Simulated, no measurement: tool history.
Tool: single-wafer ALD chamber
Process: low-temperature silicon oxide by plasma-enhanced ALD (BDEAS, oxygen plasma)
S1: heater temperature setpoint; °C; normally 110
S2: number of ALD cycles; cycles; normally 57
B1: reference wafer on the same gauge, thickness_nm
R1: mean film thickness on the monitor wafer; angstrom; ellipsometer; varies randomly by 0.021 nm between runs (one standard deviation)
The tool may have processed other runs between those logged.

run 1 day=0 | S1=110 S2=57 | B1=9.831 | R1=84.5
run 2 day=2.712 | S1=110 S2=57 | B1=9.83 | R1=84
run 3 day=5.417 | S1=110 S2=57 | B1=9.838 | R1=84.39
run 4 day=8.175 | S1=110 S2=57 | B1=9.835 | R1=84.41
run 5 day=11.458 | S1=110 S2=57 | B1=9.831 | R1=84.37
run 6 day=14.108 | S1=110 S2=57 | B1=9.832 | R1=84.41
run 7 day=17.508 | S1=110 S2=57 | B1=9.831 | R1=84.96
-- day=18.988 thermocouple changed; heater temperature recalibrated
run 8 day=19.55 | S1=110 S2=57 | B1=9.827 | R1=83.52
run 9 day=21.471 | S1=110 S2=57 | B1=9.837 | R1=83.31
run 10 day=25.908 | S1=110 S2=57 | B1=9.83 | R1=83.95
run 11 day=30.354 | S1=110 S2=57 | B1=9.826 | R1=84.02
run 12 day=34.442 | S1=110 S2=57 | B1=9.829 | R1=83.75
run 13 day=36.504 | S1=110 S2=52 | B1=9.834 | R1=76.66
run 14 day=38.142 | S1=110 S2=52 | B1=9.83 | R1=76.52
run 15 day=41.992 | S1=110 S2=57 | B1=9.833 | R1=83.96
run 16 day=45.688 | S1=110 S2=57 | B1=9.823 | R1=84.32
run 17 day=49.817 | S1=110 S2=57 | B1=9.834 | R1=84.33
run 18 day=52.471 | S1=110 S2=57 | B1=9.835 | R1=84.1
run 19 day=56.912 | S1=110 S2=57 | B1=9.833 | R1=84.82
run 20 day=60.2 | S1=110 S2=57 | B1=9.832 | R1=84.53
run 21 day=62.133 | S1=110 S2=57 | B1=9.828 | R1=84.4
run 22 day=65.883 | S1=110 S2=57 | B1=9.826 | R1=84.4
run 23 day=70.129 | S1=115 S2=50 | B1=9.831 | R1=73.35
run 24 day=73.921 | S1=98 S2=65 | B1=9.828 | R1=100.02
-- day=74.812 thermocouple changed; heater temperature recalibrated
run 25 day=76.454 | S1=121 S2=50 | B1=9.829 | R1=71.58
run 26 day=79.879 | S1=106 S2=49 | B1=9.824 | R1=72.52
run 27 day=82.471 | S1=110 S2=61 | B1=9.836 | R1=89.8
run 28 day=85.458 | S1=114 S2=52 | B1=9.83 | R1=75.35
run 29 day=90.271 | S1=103 S2=49 | B1=9.827 | R1=72.94
-- day=93.383 gauge calibrated
run 30 day=94.712 | S1=123 S2=60 | B1=9.83 | R1=85.98
run 31 day=97.712 | S1=116 S2=64 | B1=9.83 | R1=93.01

Run 32 has not been measured yet. What should we expect?
run 32 day=99.938 | S1=110 S2=57 | B1=? | R1=?

B1: 9.833
R1: 83.83 angstrom
If the tool had no hidden condition, the same run with the same run-to-run variation would have returned R1 83.53 angstrom.
